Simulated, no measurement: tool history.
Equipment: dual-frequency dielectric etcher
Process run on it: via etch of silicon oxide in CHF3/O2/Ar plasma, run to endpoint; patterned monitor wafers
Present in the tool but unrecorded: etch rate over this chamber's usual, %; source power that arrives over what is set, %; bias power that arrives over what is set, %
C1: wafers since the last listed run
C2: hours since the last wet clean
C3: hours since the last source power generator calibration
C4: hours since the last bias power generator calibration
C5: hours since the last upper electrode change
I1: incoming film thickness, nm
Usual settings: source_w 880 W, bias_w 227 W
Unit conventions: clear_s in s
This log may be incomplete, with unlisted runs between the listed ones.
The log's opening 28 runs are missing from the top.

{"run": 29, "hour": 839.7, "source_w": 790, "bias_w": 227, "C1": 106, "C2": 193.1, "C3": 300.2, "C4": 559.3, "C5": 538.9, "I1": 661.1, "clear_s": 312.7}
{"run": 30, "hour": 865.4, "source_w": 880, "bias_w": 200, "C1": 147, "C2": 218.8, "C3": 325.9, "C4": 585, "C5": 564.6, "I1": 659.1, "clear_s": 312.4}
{"run": 31, "hour": 886.5, "source_w": 880, "bias_w": 202, "C1": 120, "C2": 239.9, "C3": 347, "C4": 606.1, "C5": 585.7, "I1": 668.4, "clear_s": 317.5}
{"run": 32, "hour": 917.5, "source_w": 880, "bias_w": 227, "C1": 177, "C2": 270.9, "C3": 378, "C4": 637.1, "C5": 616.7, "I1": 671.7, "clear_s": 301.8}
{"run": 33, "hour": 944.4, "source_w": 700, "bias_w": 255, "C1": 154, "C2": 297.8, "C3": 404.9, "C4": 664, "C5": 643.6, "I1": 659.1, "clear_s": 313.8}
{"run": 34, "hour": 968.9, "source_w": 1090, "bias_w": 212, "C1": 140, "C2": 322.3, "C3": 429.4, "C4": 688.5, "C5": 668.1, "I1": 659.2, "clear_s": 275.4}
{"run": 35, "hour": 1002.5, "source_w": 710, "bias_w": 272, "C1": 192, "C2": 355.9, "C3": 463, "C4": 722.1, "C5": 701.7, "I1": 662.5, "clear_s": 304.3}
{"hour": 1055.9, "done": "wet clean of the chamber"}
{"run": 36, "hour": 1063.0, "source_w": 940, "bias_w": 171, "C1": 209, "C2": 7.1, "C3": 523.5, "C4": 782.6, "C5": 762.2, "I1": 659, "clear_s": 331.5}

What if the next run were any one of these 3? Each begins from the tool's condition after run 36:
{"run": "A", "hour": 1063.5, "source_w": 880, "bias_w": 206, "C1": 2, "C2": 7.6, "C3": 524, "C4": 783.1, "C5": 762.7, "I1": 658.4, "clear_s": "?"}
{"run": "B", "hour": 1063.5, "source_w": 1000, "bias_w": 192, "C1": 2, "C2": 7.6, "C3": 524, "C4": 783.1, "C5": 762.7, "I1": 658.4, "clear_s": "?"}
{"run": "C", "hour": 1063.5, "source_w": 710, "bias_w": 252, "C1": 2, "C2": 7.6, "C3": 524, "C4": 783.1, "C5": 762.7, "I1": 658.4, "clear_s": "?"}

run=A clear_s=316.6
run=B clear_s=307.4
run=C clear_s=322.2
Without the tool's hidden state the same runs would have given:
run=A clear_s=315.3
run=B clear_s=306.1
run=C clear_s=320.7
